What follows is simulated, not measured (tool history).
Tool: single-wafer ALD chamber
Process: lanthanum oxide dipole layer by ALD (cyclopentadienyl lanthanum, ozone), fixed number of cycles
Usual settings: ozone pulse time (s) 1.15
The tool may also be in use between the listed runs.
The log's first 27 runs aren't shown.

run,day,ozone pulse time (s),"read-back reference wafer on the same gauge, thickness_nm",mean film thickness on the monitor wafer (nm)
28,15.975,1.34,0.401,0.464
29,16.617,0.94,0.401,0.438
30,17.138,1.59,0.401,0.476
31,17.612,0.84,0.401,0.425
32,18.200,1.00,0.401,0.440
33,18.800,1.32,0.401,0.463
34,19.246,1.15,0.401,0.449
35,19.867,0.86,0.401,0.426

Forecast each of these 3 alternatives for the next run:
A,19.883,1.15,?,?
B,19.883,0.98,?,?
C,19.883,1.42,?,?

run,"read-back reference wafer on the same gauge, thickness_nm",mean film thickness on the monitor wafer (nm)
A,0.401,0.453
B,0.401,0.439
C,0.401,0.471
Without the tool's hidden state the same runs would have given:
run,mean film thickness on the monitor wafer (nm)
A,0.462
B,0.449
C,0.478
